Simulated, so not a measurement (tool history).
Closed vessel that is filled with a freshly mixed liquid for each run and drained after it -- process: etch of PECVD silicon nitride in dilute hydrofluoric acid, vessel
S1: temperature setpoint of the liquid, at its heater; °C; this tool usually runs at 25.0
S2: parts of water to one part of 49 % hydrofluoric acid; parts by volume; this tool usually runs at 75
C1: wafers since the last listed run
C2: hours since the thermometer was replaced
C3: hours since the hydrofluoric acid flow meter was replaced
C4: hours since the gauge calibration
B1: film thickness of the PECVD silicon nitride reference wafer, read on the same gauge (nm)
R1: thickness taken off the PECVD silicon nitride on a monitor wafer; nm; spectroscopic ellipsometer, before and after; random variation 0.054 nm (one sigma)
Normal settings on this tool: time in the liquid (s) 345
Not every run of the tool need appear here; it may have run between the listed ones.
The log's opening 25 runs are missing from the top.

run 26 hour=611.5 | S1=25.0 S2=90 time_in_the_liquid_(s)=445 | C1=2771 C2=286.2 C3=102.1 C4=102.6 | B1=40.03 | R1=11.72
run 27 hour=640.3 | S1=22.5 S2=100 time_in_the_liquid_(s)=480 | C1=2566 C2=315.0 C3=130.9 C4=131.4 | B1=40.02 | R1=9.52
run 28 hour=655.7 | S1=25.0 S2=55 time_in_the_liquid_(s)=435 | C1=1372 C2=330.4 C3=146.3 C4=146.8 | B1=39.99 | R1=18.48
run 29 hour=690.6 | S1=25.0 S2=75 time_in_the_liquid_(s)=145 | C1=3110 C2=365.3 C3=181.2 C4=181.7 | B1=40.00 | R1=4.49
run 30 hour=708.7 | S1=20.5 S2=110 time_in_the_liquid_(s)=470 | C1=1612 C2=383.4 C3=199.3 C4=199.8 | B1=40.00 | R1=7.54
run 31 hour=725.6 | S1=27.0 S2=110 time_in_the_liquid_(s)=345 | C1=1506 C2=400.3 C3=216.2 C4=216.7 | B1=40.00 | R1=8.42
run 32 hour=742.1 | S1=25.0 S2=75 time_in_the_liquid_(s)=345 | C1=1470 C2=416.8 C3=232.7 C4=233.2 | B1=39.98 | R1=10.84
run 33 hour=757.2 | S1=21.5 S2=50 time_in_the_liquid_(s)=345 | C1=1345 C2=431.9 C3=247.8 C4=248.3 | B1=40.00 | R1=12.73

What if the next run were any one of these 3? Each begins from the tool's condition after run 33:
run A hour=757.9 | S1=25.0 S2=75 time_in_the_liquid_(s)=345 | C1=62 C2=432.6 C3=248.5 C4=249.0 | B1=? | R1=?
run B hour=757.9 | S1=21.5 S2=45 time_in_the_liquid_(s)=230 | C1=62 C2=432.6 C3=248.5 C4=249.0 | B1=? | R1=?
run C hour=757.9 | S1=28.5 S2=115 time_in_the_liquid_(s)=490 | C1=62 C2=432.6 C3=248.5 C4=249.0 | B1=? | R1=?

run=A B1=40.01 R1=10.90
run=B B1=40.01 R1=9.47
run=C B1=40.01 R1=12.68
What these runs would have given with no unlogged condition in the tool:
run=A R1=10.70
run=B R1=9.29
run=C R1=12.46
